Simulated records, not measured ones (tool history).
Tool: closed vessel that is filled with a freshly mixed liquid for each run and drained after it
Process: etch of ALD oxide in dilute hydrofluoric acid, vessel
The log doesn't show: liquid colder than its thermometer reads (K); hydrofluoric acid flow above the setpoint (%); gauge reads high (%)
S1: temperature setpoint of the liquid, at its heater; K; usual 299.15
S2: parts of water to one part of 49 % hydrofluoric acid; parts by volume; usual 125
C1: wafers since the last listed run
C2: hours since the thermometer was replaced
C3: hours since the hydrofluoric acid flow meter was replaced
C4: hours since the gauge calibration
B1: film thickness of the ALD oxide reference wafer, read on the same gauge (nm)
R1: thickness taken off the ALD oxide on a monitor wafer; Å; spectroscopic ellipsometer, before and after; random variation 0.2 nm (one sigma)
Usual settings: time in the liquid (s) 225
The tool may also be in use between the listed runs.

{"run": 1, "hour": 0.0, "S1": 299.15, "S2": 125, "time in the liquid (s)": 225, "C1": 0, "C2": 989.3, "C3": 901.3, "C4": 569.7, "B1": 30.01, "R1": 225.4}
{"run": 2, "hour": 63.5, "S1": 299.15, "S2": 125, "time in the liquid (s)": 225, "C1": 4895, "C2": 1052.8, "C3": 964.8, "C4": 633.2, "B1": 30.03, "R1": 226.1}
{"run": 3, "hour": 116.0, "S1": 299.15, "S2": 125, "time in the liquid (s)": 225, "C1": 4047, "C2": 1105.3, "C3": 1017.3, "C4": 685.7, "B1": 30, "R1": 225.3}
{"run": 4, "hour": 178.0, "S1": 299.15, "S2": 170, "time in the liquid (s)": 225, "C1": 4779, "C2": 1167.3, "C3": 1079.3, "C4": 747.7, "B1": 30.03, "R1": 154.9}
{"run": 5, "hour": 222.8, "S1": 299.15, "S2": 90, "time in the liquid (s)": 225, "C1": 3453, "C2": 1212.1, "C3": 1124.1, "C4": 792.5, "B1": 30, "R1": 323}
{"run": 6, "hour": 253.5, "S1": 299.15, "S2": 90, "time in the liquid (s)": 225, "C1": 2366, "C2": 1242.8, "C3": 1154.8, "C4": 823.2, "B1": 30, "R1": 324.9}
{"run": 7, "hour": 285.3, "S1": 299.15, "S2": 90, "time in the liquid (s)": 225, "C1": 2451, "C2": 1274.6, "C3": 1186.6, "C4": 855, "B1": 29.99, "R1": 320.9}
{"hour": 340.7, "done": "thermometer replaced"}
{"hour": 350.1, "done": "hydrofluoric acid flow meter replaced"}
{"run": 8, "hour": 352.2, "S1": 299.15, "S2": 125, "time in the liquid (s)": 225, "C1": 5003, "C2": 11.5, "C3": 2.1, "C4": 921.9, "B1": 29.99, "R1": 239.5}
{"hour": 378.0, "done": "gauge calibrated"}
{"run": 9, "hour": 418.3, "S1": 299.15, "S2": 125, "time in the liquid (s)": 225, "C1": 5096, "C2": 77.6, "C3": 68.2, "C4": 40.3, "B1": 30.01, "R1": 239.6}
{"run": 10, "hour": 450.8, "S1": 299.15, "S2": 155, "time in the liquid (s)": 225, "C1": 2505, "C2": 110.1, "C3": 100.7, "C4": 72.8, "B1": 29.98, "R1": 187.8}
{"run": 11, "hour": 504.3, "S1": 303.15, "S2": 85, "time in the liquid (s)": 95, "C1": 4124, "C2": 163.6, "C3": 154.2, "C4": 126.3, "B1": 30.01, "R1": 180.4}
{"run": 12, "hour": 540.6, "S1": 299.15, "S2": 125, "time in the liquid (s)": 225, "C1": 2798, "C2": 199.9, "C3": 190.5, "C4": 162.6, "B1": 29.98, "R1": 237.6}
{"run": 13, "hour": 595.9, "S1": 295.15, "S2": 125, "time in the liquid (s)": 135, "C1": 4263, "C2": 255.2, "C3": 245.8, "C4": 217.9, "B1": 29.99, "R1": 122.5}
{"run": 14, "hour": 646.9, "S1": 299.15, "S2": 125, "time in the liquid (s)": 225, "C1": 3931, "C2": 306.2, "C3": 296.8, "C4": 268.9, "B1": 29.99, "R1": 234}
{"run": 15, "hour": 706.2, "S1": 299.15, "S2": 125, "time in the liquid (s)": 225, "C1": 4571, "C2": 365.5, "C3": 356.1, "C4": 328.2, "B1": 30.01, "R1": 233.4}
{"run": 16, "hour": 736.8, "S1": 299.15, "S2": 125, "time in the liquid (s)": 300, "C1": 2359, "C2": 396.1, "C3": 386.7, "C4": 358.8, "B1": 30, "R1": 311.2}
{"run": 17, "hour": 774.1, "S1": 303.65, "S2": 150, "time in the liquid (s)": 265, "C1": 2875, "C2": 433.4, "C3": 424, "C4": 396.1, "B1": 30, "R1": 263.2}
{"run": 18, "hour": 813.2, "S1": 299.15, "S2": 175, "time in the liquid (s)": 225, "C1": 3014, "C2": 472.5, "C3": 463.1, "C4": 435.2, "B1": 29.99, "R1": 157.1}

The tool's hidden state at each run:
hydrofluoric acid flow above the setpoint (%): 0 in every run
gauge reads high (%): 0 in every run
H1: liquid colder than its thermometer reads (K)
run=1 H1=1.83
run=2 H1=1.94
run=3 H1=2.03
run=4 H1=2.13
run=5 H1=2.21
run=6 H1=2.26
run=7 H1=2.31
run=8 H1=0.375
run=9 H1=0.486
run=10 H1=0.541
run=11 H1=0.631
run=12 H1=0.692
run=13 H1=0.785
run=14 H1=0.871
run=15 H1=0.971
run=16 H1=1.02
run=17 H1=1.08
run=18 H1=1.15
